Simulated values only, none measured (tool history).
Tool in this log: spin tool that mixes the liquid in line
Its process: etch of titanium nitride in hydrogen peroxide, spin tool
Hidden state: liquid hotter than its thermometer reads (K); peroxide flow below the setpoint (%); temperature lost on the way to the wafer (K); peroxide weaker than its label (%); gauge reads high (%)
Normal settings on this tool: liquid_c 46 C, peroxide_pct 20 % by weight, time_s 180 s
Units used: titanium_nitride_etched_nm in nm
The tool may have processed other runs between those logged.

run,day,liquid_c,peroxide_pct,time_s,wafers since the last listed run,hours since the thermometer was replaced,hours since the peroxide flow meter was replaced,hours since the heated supply line was repaired,hours since the drum of peroxide was connected,hours since the gauge calibration,"read-back film thickness of the titanium nitride reference wafer, read on the same gauge (nm)",titanium_nitride_etched_nm
1,0,46,20,180,0,2161.3,1465.9,891.1,704.9,519.2,69.98,5.85
2,0.571,46,20,180,106,2175,1479.6,904.8,718.6,532.9,69.96,5.85
3,1.079,46,20,180,95,2187.2,1491.8,917,730.8,545.1,69.99,5.81
4,1.642,46,20,180,105,2200.7,1505.3,930.5,744.3,558.6,70.03,5.75
5,1.971,46,20,180,61,2208.6,1513.2,938.4,752.2,566.5,69.99,5.84
# day 2.254: thermometer replaced
6,2.596,46,20,180,109,8.2,1528.2,953.4,767.2,581.5,70.01,5.85
# day 2.633: gauge calibrated
# day 3.029: peroxide flow meter replaced
7,3.088,46,20,180,84,20,1.4,965.2,779,10.9,69.98,5.84
8,3.338,46,14,220,46,26,7.4,971.2,785,16.9,69.99,6.57
9,4.992,46,20,215,309,65.7,47.1,1010.9,824.7,56.6,69.96,6.89
# day 5.458: heated supply line repaired
# day 5.621: new drum of peroxide connected
10,5.662,46,17,180,109,81.8,63.2,4.9,1,72.7,70.03,6.19
11,6.212,46,15.5,180,102,95,76.4,18.1,14.2,85.9,70,6.09
12,6.621,46,20,180,76,104.8,86.2,27.9,24,95.7,69.94,6.34
13,7.271,46,20,180,121,120.4,101.8,43.5,39.6,111.3,70,6.28
14,7.867,46,20,180,111,134.7,116.1,57.8,53.9,125.6,70.02,6.4
15,8.912,48.5,22.5,180,195,159.8,141.2,82.9,79,150.7,70.01,7.92
16,10.146,38.5,20,240,230,189.4,170.8,112.5,108.6,180.3,70,4.81
17,10.775,46,15.5,255,117,204.5,185.9,127.6,123.7,195.4,70.01,8.47
18,11.325,46,24,180,102,217.7,199.1,140.8,136.9,208.6,69.96,6.6
19,11.833,46,20,180,95,229.9,211.3,153,149.1,220.8,69.96,6.29
20,12.45,46,20,180,115,244.7,226.1,167.8,163.9,235.6,70,6.2
21,12.971,53,24,285,97,257.2,238.6,180.3,176.4,248.1,69.99,17.36
22,13.679,46,20,120,132,274.2,255.6,197.3,193.4,265.1,70.01,4.15
23,13.996,48.5,22.5,180,59,281.8,263.2,204.9,201,272.7,69.98,7.68
24,14.421,46,20,180,79,292,273.4,215.1,211.2,282.9,70,6.29

What if the next run were any one of these 5? Each begins from the tool's condition after run 24:
A,14.442,46,25,180,3,292.5,273.9,215.6,211.7,283.4,?,?
B,14.442,53.5,20,285,3,292.5,273.9,215.6,211.7,283.4,?,?
C,14.442,53,24.5,275,3,292.5,273.9,215.6,211.7,283.4,?,?
D,14.442,46,18,150,3,292.5,273.9,215.6,211.7,283.4,?,?
E,14.442,52.5,25.5,130,3,292.5,273.9,215.6,211.7,283.4,?,?

run,"read-back film thickness of the titanium nitride reference wafer, read on the same gauge (nm)",titanium_nitride_etched_nm
A,69.99,6.62
B,69.99,17.19
C,69.99,16.73
D,69.99,5.14
E,69.99,7.7
With no hidden state in the tool, these same runs would have given:
run,titanium_nitride_etched_nm
A,6.76
B,17.54
C,17.07
D,5.25
E,7.85
